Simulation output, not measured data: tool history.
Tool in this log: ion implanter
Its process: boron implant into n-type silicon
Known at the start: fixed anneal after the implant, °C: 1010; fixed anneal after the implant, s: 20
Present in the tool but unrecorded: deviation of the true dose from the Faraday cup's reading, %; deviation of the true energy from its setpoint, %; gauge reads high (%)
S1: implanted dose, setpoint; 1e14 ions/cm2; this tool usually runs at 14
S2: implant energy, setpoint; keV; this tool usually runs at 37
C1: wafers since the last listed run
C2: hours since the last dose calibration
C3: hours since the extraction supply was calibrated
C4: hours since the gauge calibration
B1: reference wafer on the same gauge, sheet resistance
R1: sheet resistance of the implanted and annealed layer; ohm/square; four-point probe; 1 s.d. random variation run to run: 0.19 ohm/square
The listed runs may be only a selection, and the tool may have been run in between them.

run	hour	S1	S2	C1	C2	C3	C4	B1	R1
1	0	14	26.5	0	818.8	3164.5	1906.9	96.43	86.2
2	38.1	16.86	37	727	856.9	3202.6	1945	96.46	72.32
3	79.5	14	44	791	898.3	3244	1986.4	96.55	82.94
4	116.9	14	37	714	935.7	3281.4	2023.8	96.48	83.79
5	206.3	14	37	1708	1025.1	3370.8	2113.2	96.54	84.09
6	267.2	14	37	1163	1086	3431.7	2174.1	96.46	83.68
7	329.3	14	37	1186	1148.1	3493.8	2236.2	96.56	83.44
8	369.9	14	37	775	1188.7	3534.4	2276.8	96.47	83.89
9	569.4	14	37	3811	1388.2	3733.9	2476.3	96.48	83.91
10	618	14	37	928	1436.8	3782.5	2524.9	96.49	84.06
11	685.8	14	37	1295	1504.6	3850.3	2592.7	96.54	83.84
12	793.1	14	37	2050	1611.9	3957.6	2700	96.51	83.79
13	858.6	12.41	31.5	1251	1677.4	4023.1	2765.5	96.54	93.31
14	902	14	37	829	1720.8	4066.5	2808.9	96.53	83.82
15	968.9	12.34	29	1278	1787.7	4133.4	2875.8	96.5	94.36
16	1046.9	16.13	27.5	1490	1865.7	4211.4	2953.8	96.46	77.46
17	1094.7	16.9	47	913	1913.5	4259.2	3001.6	96.47	70.52
18	1199.1	10.66	47.5	1994	2017.9	4363.6	3106	96.54	103.53
19	1301.2	14	37	1950	2120	4465.7	3208.1	96.44	83.92
# hour 1358.9: gauge calibrated
# hour 1365.1: Faraday cup replaced and dose calibrated
20	1374.1	14	32	1240	9	4538.6	15.2	96.43	84.78
21	1433.8	15.71	41.5	1140	68.7	4598.3	74.9	96.41	75.8
22	1512.1	12.91	26	1496	147	4676.6	153.2	96.44	91.81
# hour 1528.7: extraction supply calibrated
23	1562.4	10.21	42.5	808	197.3	33.7	203.5	96.41	107.58
24	1666.4	11.65	32	1987	301.3	137.7	307.5	96.54	98
25	1967.2	9.84	40.5	5747	602.1	438.5	608.3	96.45	111.93
26	2012	12.91	26	855	646.9	483.3	653.1	96.46	91.7
27	2050.9	11.26	32	743	685.8	522.2	692	96.53	100.76
28	2100.2	15.68	27	941	735.1	571.5	741.3	96.53	78.94
29	2154.8	16.15	29	1043	789.7	626.1	795.9	96.55	76.44
30	2203.5	14	41	930	838.4	674.8	844.6	96.52	83.06
31	2246.9	14	45.5	829	881.8	718.2	888	96.48	82.84
32	2327	14	48	1530	961.9	798.3	968.1	96.53	82.67
33	2380.5	14	37	1022	1015.4	851.8	1021.6	96.49	84.03
34	2452.4	10.89	26.5	1373	1087.3	923.7	1093.5	96.41	104.42
35	2511.1	14	37	1121	1146	982.4	1152.2	96.47	84
36	2611.4	15.86	27.5	1916	1246.3	1082.7	1252.5	96.47	77.77

Here are 5 independent what-if runs from the current tool condition. What would each one return?
A	2611.8	14	29	7	1246.7	1083.1	1252.9	?	?
B	2611.8	14	41.5	7	1246.7	1083.1	1252.9	?	?
C	2611.8	16.2	29.5	7	1246.7	1083.1	1252.9	?	?
D	2611.8	11.09	44	7	1246.7	1083.1	1252.9	?	?
E	2611.8	15.17	43.5	7	1246.7	1083.1	1252.9	?	?

run	B1	R1
A	96.46	85.49
B	96.46	83.42
C	96.46	76.38
D	96.46	100.71
E	96.46	77.87
Take away the tool's hidden state, keep each run's random variation, and the runs would have read:
run	R1
A	85.49
B	83.42
C	76.38
D	100.71
E	77.87
